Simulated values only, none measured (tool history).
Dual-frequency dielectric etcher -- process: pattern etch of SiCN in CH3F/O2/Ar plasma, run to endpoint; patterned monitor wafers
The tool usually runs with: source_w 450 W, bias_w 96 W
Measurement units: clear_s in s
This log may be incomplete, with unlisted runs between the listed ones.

run   hour  source_w  bias_w  wafers since the last listed run  hours since the last wet clean  hours since the last source power generator calibration  hours since the last bias power generator calibration  hours since the last upper electrode change  incoming incoming film thickness, nm  clear_s
  1    0.0       490      96                                 0                           133.8                                                   4328.4                                                 2874.5                                       5272.8                                  8.71     18.9
  2   15.4       450      96                               186                           149.2                                                   4343.8                                                 2889.9                                       5288.2                                  8.80     20.0
  3   32.6       450      96                               207                           166.4                                                   4361.0                                                 2907.1                                       5305.4                                  8.82     19.9
  4   56.8       450      96                               292                           190.6                                                   4385.2                                                 2931.3                                       5329.6                                  8.78     20.0
  5   82.4       500      96                               309                           216.2                                                   4410.8                                                 2956.9                                       5355.2                                  8.80     18.9
  6  110.4       500      96                               338                           244.2                                                   4438.8                                                 2984.9                                       5383.2                                  8.83     19.2
  7  143.7       450      96                               402                           277.5                                                   4472.1                                                 3018.2                                       5416.5                                  8.86     20.5
  8  156.8       450      96                               158                           290.6                                                   4485.2                                                 3031.3                                       5429.6                                  8.87     20.3
  9  192.2       450      96                               427                           326.0                                                   4520.6                                                 3066.7                                       5465.0                                  8.76     20.3
 10  208.9       450      96                               201                           342.7                                                   4537.3                                                 3083.4                                       5481.7                                  8.83     20.4
 11  236.1       450      96                               328                           369.9                                                   4564.5                                                 3110.6                                       5508.9                                  8.71     20.2
 12  258.3       450      96                               268                           392.1                                                   4586.7                                                 3132.8                                       5531.1                                  8.76     20.4
 13  285.8       450      96                               332                           419.6                                                   4614.2                                                 3160.3                                       5558.6                                  8.84     20.6
     292.5  -- bias power generator calibrated
 14  301.3       450      96                               138                           435.1                                                   4629.7                                                    8.8                                       5574.1                                  8.74     20.2
 15  327.0       500      82                               310                           460.8                                                   4655.4                                                   34.5                                       5599.8                                  8.76     19.9
 16  359.7       450      96                               395                           493.5                                                   4688.1                                                   67.2                                       5632.5                                  8.84     20.6
 17  393.2       450      96                               404                           527.0                                                   4721.6                                                  100.7                                       5666.0                                  8.85     20.8
     419.5  -- wet clean of the chamber
 18  420.0       510     116                                33                             0.5                                                   4748.4                                                  127.5                                       5692.8                                  8.81     17.8
     438.3  -- source power generator calibrated
     477.4  -- upper electrode replaced
 19  478.1       450      96                               363                            58.6                                                     39.8                                                  185.6                                          0.7                                  8.78     20.0
 20  505.2       540      73                               327                            85.7                                                     66.9                                                  212.7                                         27.8                                  8.92     19.5
 21  533.7       530     116                               344                           114.2                                                     95.4                                                  241.2                                         56.3                                  8.75     17.2
 22  560.1       450     102                               319                           140.6                                                    121.8                                                  267.6                                         82.7                                  8.75     19.8
 23  574.3       450      73                               171                           154.8                                                    136.0                                                  281.8                                         96.9                                  8.73     21.5
 24  590.1       530     109                               190                           170.6                                                    151.8                                                  297.6                                        112.7                                  8.77     17.7
 25  618.9       450      96                               348                           199.4                                                    180.6                                                  326.4                                        141.5                                  8.76     19.9
 26  639.2       540     106                               245                           219.7                                                    200.9                                                  346.7                                        161.8                                  8.82     18.0
 27  664.1       520      73                               300                           244.6                                                    225.8                                                  371.6                                        186.7                                  8.88     20.2
 28  690.7       360     114                               321                           271.2                                                    252.4                                                  398.2                                        213.3                                  8.87     22.5
 29  715.4       450      96                               298                           295.9                                                    277.1                                                  422.9                                        238.0                                  8.80     20.4
 30  745.1       390     112                               358                           325.6                                                    306.8                                                  452.6                                        267.7                                  8.78     21.2
 31  758.6       450     103                               163                           339.1                                                    320.3                                                  466.1                                        281.2                                  8.78     20.0
 32  784.6       450      96                               314                           365.1                                                    346.3                                                  492.1                                        307.2                                  8.83     20.5
 33  797.5       450      96                               155                           378.0                                                    359.2                                                  505.0                                        320.1                                  8.86     20.6
 34  821.4       450      81                               288                           401.9                                                    383.1                                                  528.9                                        344.0                                  8.86     21.4
 35  854.0       520      80                               393                           434.5                                                    415.7                                                  561.5                                        376.6                                  8.81     19.8

A few steps of clear_s between consecutive runs. Split each: what settings, incoming material and random variation would produce without the hidden state, and what is left over for the hidden state, along with gauge scatter present in only one of the two compared results (measured, and without hidden state):
Hidden conditions of the tool in this case: etch rate over this chamber's usual, %; source power that arrives over what is set, %; bias power that arrives over what is set, %.
Run 2 -> 3: no setting touched and nothing written in the log between the runs. clear_s -0.1 s: hidden state +0.1, all else -0.2.
Run 15 -> 16: source_w 500 -> 450, bias_w 82 -> 96. clear_s +0.7 s: hidden state +0.2, all else +0.5.
Run 17 -> 18: source_w 450 -> 510, bias_w 96 -> 116, wet clean of the chamber. clear_s -3.0 s: hidden state -0.7, all else -2.3.
Run 21 -> 22: source_w 530 -> 450, bias_w 116 -> 102. clear_s +2.6 s: hidden state +0.1, all else +2.5.
Run 23 -> 24: source_w 450 -> 530, bias_w 73 -> 109. clear_s -3.8 s: hidden state +0.0, all else -3.8.
